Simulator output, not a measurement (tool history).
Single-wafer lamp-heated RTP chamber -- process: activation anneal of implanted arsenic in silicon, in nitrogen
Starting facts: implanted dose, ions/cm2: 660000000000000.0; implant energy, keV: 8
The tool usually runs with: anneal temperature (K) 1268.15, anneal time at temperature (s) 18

run   hour  anneal temperature (K)  anneal time at temperature (s)  read-back reference wafer on the same gauge, sheet resistance  sheet resistance of the implanted and annealed layer (ohm/square)
  1      0                 1268.15                              18                                                         173.74                                                             200.16
  2   70.9                 1268.15                              18                                                         174.18                                                             204.85
  3  139.8                 1268.15                              18                                                         173.95                                                             201.85
  4  188.9                 1268.15                              24                                                         174.06                                                              196.1
  5  259.9                 1277.15                              27                                                         173.85                                                             187.72
  6  292.9                 1268.15                              14                                                         174.07                                                             205.76
  7    326                 1268.15                              14                                                          174.1                                                             204.59
  8  448.5                 1268.15                              18                                                         174.23                                                             201.62
  9  517.5                 1251.15                              27                                                         173.86                                                             200.27
 10  563.3                 1250.15                               8                                                         174.39                                                             228.58
 11  605.4                 1255.15                              18                                                         174.16                                                             209.07
 12  656.8                 1294.15                              14                                                         173.99                                                             194.55
 13  698.5                 1251.15                              27                                                         173.92                                                             207.55
 14  723.2                 1283.15                              25                                                         174.14                                                             191.84
 15  781.6                 1248.15                              22                                                         173.95                                                             208.87

Put back what was entered between runs (5 entries, withheld): which listed runs does each sit between, and how does the hidden state differ from the listed run before to the listed run after?
Between runs 1 and 2: pyrometer window cleaned and pyrometer calibrated (hour 46.5)
  true wafer temperature minus pyrometer reading, K: 11.5 -> 2.52; wafer temperature error from the tarnished reflector plate, K: 6.07 -> 6.64
  what was measured, less what the result would be without the hidden state, sheet resistance of the implanted and annealed layer (ohm/square): -9.12 -> -4.76
Between runs 7 and 8: pyrometer window cleaned and pyrometer calibrated (hour 364.1)
  true wafer temperature minus pyrometer reading, K: 11.6 -> 7; wafer temperature error from the tarnished reflector plate, K: 7.87 -> 8.18
  what was measured, less what the result would be without the hidden state, sheet resistance of the implanted and annealed layer (ohm/square): -9.9 -> -7.89
Between runs 9 and 10: gauge calibrated (hour 541.5); reflector plate cleaned (hour 546.6)
  true wafer temperature minus pyrometer reading, K: 9.73 -> 10.8; wafer temperature error from the tarnished reflector plate, K: 8.3 -> 1.02
  what was measured, less what the result would be without the hidden state, sheet resistance of the implanted and annealed layer (ohm/square): -9.11 -> -6.45
Between runs 12 and 13: pyrometer window cleaned and pyrometer calibrated (hour 698)
  true wafer temperature minus pyrometer reading, K: 12.1 -> 0.623; wafer temperature error from the tarnished reflector plate, K: 3.16 -> 3.92
  what was measured, less what the result would be without the hidden state, sheet resistance of the implanted and annealed layer (ohm/square): -7.5 -> -2.28
